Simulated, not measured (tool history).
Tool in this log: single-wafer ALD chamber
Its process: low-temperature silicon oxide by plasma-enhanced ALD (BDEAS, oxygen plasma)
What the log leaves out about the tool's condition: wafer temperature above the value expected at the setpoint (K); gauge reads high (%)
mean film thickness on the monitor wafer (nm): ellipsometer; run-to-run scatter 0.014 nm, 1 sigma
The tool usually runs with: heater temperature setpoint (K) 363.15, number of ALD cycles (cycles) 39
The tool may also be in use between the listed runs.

run,hour,heater temperature setpoint (K),number of ALD cycles (cycles),wafers since the last listed run,hours since the last thermocouple change,hours since the gauge calibration,"read-back reference wafer on the same gauge, thickness_nm",mean film thickness on the monitor wafer (nm)
1,0,363.15,42,0,2951.9,127.3,4.871,5.864
2,6,352.15,39,44,2957.9,133.3,4.872,5.678
3,15.9,352.15,39,72,2967.8,143.2,4.868,5.666
4,28.8,363.15,45,95,2980.7,156.1,4.872,6.261
5,44.1,363.15,45,112,2996,171.4,4.872,6.281
6,58.9,363.15,45,109,3010.8,186.2,4.872,6.28
7,73.4,363.15,39,106,3025.3,200.7,4.87,5.447
8,86.2,363.15,39,94,3038.1,213.5,4.867,5.443
9,93.1,363.15,39,50,3045,220.4,4.87,5.433
10,110.9,363.15,39,131,3062.8,238.2,4.87,5.447
11,117.5,363.15,39,48,3069.4,244.8,4.87,5.451
12,132.6,355.15,43,111,3084.5,259.9,4.871,6.196
13,145.6,352.15,32,95,3097.5,272.9,4.865,4.651
14,156.6,352.15,42,81,3108.5,283.9,4.87,6.125
# hour 159.1: gauge calibrated
15,173.7,352.15,39,126,3125.6,14.6,4.871,5.688
# hour 182.8: thermocouple changed; heater temperature recalibrated
16,191.4,370.15,37,71,8.6,32.3,4.869,5.029
17,206,363.15,45,107,23.2,46.9,4.868,6.297
18,213.5,356.15,44,55,30.7,54.4,4.865,6.317
19,226.5,370.15,34,95,43.7,67.4,4.868,4.617
20,242.7,353.15,35,119,59.9,83.6,4.869,5.087
21,257.3,368.15,35,107,74.5,98.2,4.865,4.803

List, for all runs, the conditions of the tool that the log does not record:
wafer temperature above the value expected at the setpoint (K): 0, the same for each run
gauge reads high (%): 0, the same for each run
